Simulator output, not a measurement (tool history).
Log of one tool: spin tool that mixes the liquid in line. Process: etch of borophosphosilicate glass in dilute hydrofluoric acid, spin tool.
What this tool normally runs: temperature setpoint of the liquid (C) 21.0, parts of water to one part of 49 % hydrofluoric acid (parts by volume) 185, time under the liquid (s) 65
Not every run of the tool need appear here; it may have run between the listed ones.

run	hour	temperature setpoint of the liquid (C)	parts of water to one part of 49 % hydrofluoric acid (parts by volume)	time under the liquid (s)	wafers since the last listed run	hours since the thermometer was replaced	hours since the hydrofluoric acid flow meter was replaced	hours since the gauge calibration	read-back film thickness of the borophosphosilicate glass reference wafer, read on the same gauge (nm)	thickness taken off the borophosphosilicate glass on a monitor wafer (angstrom)
1	0.0	21.0	185	65	0	1044.0	1424.8	3632.1	30.01	235.3
2	107.9	21.0	185	65	1041	1151.9	1532.7	3740.0	30.01	238.6
3	150.6	21.0	185	65	412	1194.6	1575.4	3782.7	29.99	237.9
4	249.2	21.0	185	65	952	1293.2	1674.0	3881.3	30.02	242.8
5	361.6	21.0	185	65	1085	1405.6	1786.4	3993.7	30.04	241.8
# hour 459.6: hydrofluoric acid flow meter replaced
6	464.9	22.5	185	40	987	1508.9	5.3	4097.0	29.96	139.0
# hour 575.1: thermometer replaced
7	629.8	22.5	185	40	1582	54.7	170.2	4261.9	29.99	140.3
8	724.6	22.5	185	40	915	149.5	265.0	4356.7	30.03	142.7
9	818.5	19.0	185	85	906	243.4	358.9	4450.6	29.96	262.0
10	879.5	21.0	185	65	589	304.4	419.9	4511.6	29.99	221.2
11	933.6	18.0	135	65	522	358.5	474.0	4565.7	30.03	280.9
12	1026.2	24.5	185	65	894	451.1	566.6	4658.3	30.00	254.0
# hour 1070.9: gauge calibrated
13	1126.4	21.0	185	65	967	551.3	666.8	55.5	30.07	225.9
14	1177.2	21.0	185	65	490	602.1	717.6	106.3	30.05	223.1
15	1221.7	17.0	225	35	429	646.6	762.1	150.8	30.00	81.3
16	1299.9	21.0	220	35	755	724.8	840.3	229.0	29.96	97.6
17	1429.7	21.0	185	95	1253	854.6	970.1	358.8	30.02	334.1
18	1469.0	21.0	185	35	379	893.9	1009.4	398.1	30.02	123.3
19	1530.7	21.0	140	65	595	955.6	1071.1	459.8	30.04	315.0
20	1596.3	22.5	185	40	633	1021.2	1136.7	525.4	30.00	149.8
21	1656.2	19.5	150	45	578	1081.1	1196.6	585.3	29.97	190.5
22	1971.2	24.5	275	90	3041	1396.1	1511.6	900.3	30.02	227.8
23	2045.6	18.5	185	65	718	1470.5	1586.0	974.7	29.98	216.7
# hour 2069.8: hydrofluoric acid flow meter replaced
24	2144.4	23.5	150	40	944	1569.3	74.6	1073.5	30.00	185.7
# hour 2310.5: thermometer replaced
25	2468.3	17.0	185	65	3118	157.8	398.5	1397.4	29.99	186.3
26	2538.4	25.0	265	90	676	227.9	468.6	1467.5	30.00	230.4
27	2645.9	21.0	185	65	1038	335.4	576.1	1575.0	30.02	220.0
28	2727.0	21.0	230	30	783	416.5	657.2	1656.1	30.02	79.8
29	2766.8	18.0	130	95	384	456.3	697.0	1695.9	29.97	427.2
30	2861.0	19.0	185	100	909	550.5	791.2	1790.1	30.03	317.0
31	2936.7	17.0	135	65	731	626.2	866.9	1865.8	30.01	278.2
32	3038.2	21.0	235	65	980	727.7	968.4	1967.3	30.00	168.2

Alternative continuations, all from the tool just after run 32; predict every row:
A	3038.6	21.0	185	40	3	728.1	968.8	1967.7	?	?
B	3038.6	21.0	235	90	3	728.1	968.8	1967.7	?	?
C	3038.6	18.0	185	100	3	728.1	968.8	1967.7	?	?
D	3038.6	24.5	185	95	3	728.1	968.8	1967.7	?	?

run	read-back film thickness of the borophosphosilicate glass reference wafer, read on the same gauge (nm)	thickness taken off the borophosphosilicate glass on a monitor wafer (angstrom)
A	29.98	138.8
B	29.98	234.5
C	29.98	308.3
D	29.98	376.7
Without the tool's hidden state the same runs would have given:
run	thickness taken off the borophosphosilicate glass on a monitor wafer (angstrom)
A	129.5
B	218.2
C	287.8
D	351.0
